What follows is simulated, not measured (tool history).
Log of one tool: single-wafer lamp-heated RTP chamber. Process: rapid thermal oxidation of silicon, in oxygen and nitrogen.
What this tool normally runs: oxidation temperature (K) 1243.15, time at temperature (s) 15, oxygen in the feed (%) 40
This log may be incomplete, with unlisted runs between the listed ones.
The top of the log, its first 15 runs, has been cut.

run,hour,oxidation temperature (K),time at temperature (s),oxygen in the feed (%),"read-back reference wafer on the same gauge, thickness",oxide thickness on the monitor wafer (Å)
16,354.1,1261.15,15,55,2.858,32.22
17,383.5,1243.15,11,40,2.859,26.78
18,398.1,1262.15,15,40,2.858,30.57
19,424.3,1217.15,9,17,2.859,23.51
# hour 446.8: oxygen flow controller replaced
20,447.3,1234.15,15,40,2.86,27.57
# hour 447.7: gauge calibrated
21,475.7,1232.15,15,40,2.776,26.8
22,504.1,1271.15,17,17,2.783,27.98
23,519.7,1243.15,18,40,2.786,29.22
24,550.5,1229.15,10,40,2.791,25.07
25,579.8,1252.15,22,17,2.797,28.11
26,613.9,1243.15,15,40,2.805,27.9
27,631.6,1267.15,15,40,2.806,30.51
28,645.1,1262.15,15,40,2.806,29.93
29,677.1,1267.15,15,40,2.816,30.86
30,699.1,1243.15,15,40,2.82,28.13
31,728.5,1243.15,15,40,2.821,28.18
32,747,1257.15,20,21,2.824,28.74
33,770.8,1243.15,15,40,2.831,28.38
34,792.1,1251.15,20,53,2.829,32.72
35,826.6,1243.15,15,40,2.837,28.19
36,866.2,1232.15,15,40,2.838,27.41
37,896.1,1269.15,15,62,2.84,34.62

Alternative continuations, all from the tool just after run 37; predict every row:
A,896.6,1243.15,17,40,?,?
B,896.6,1243.15,15,50,?,?
C,896.6,1219.15,15,40,?,?
D,896.6,1269.15,15,40,?,?
E,896.6,1227.15,15,24,?,?

run,"read-back reference wafer on the same gauge, thickness",oxide thickness on the monitor wafer (Å)
A,2.84,29.11
B,2.84,29.29
C,2.84,26.52
D,2.84,31.18
E,2.84,25.81
With no hidden state in the tool, these same runs would have given:
run,oxide thickness on the monitor wafer (Å)
A,28.27
B,28.45
C,25.75
D,30.29
E,25.07
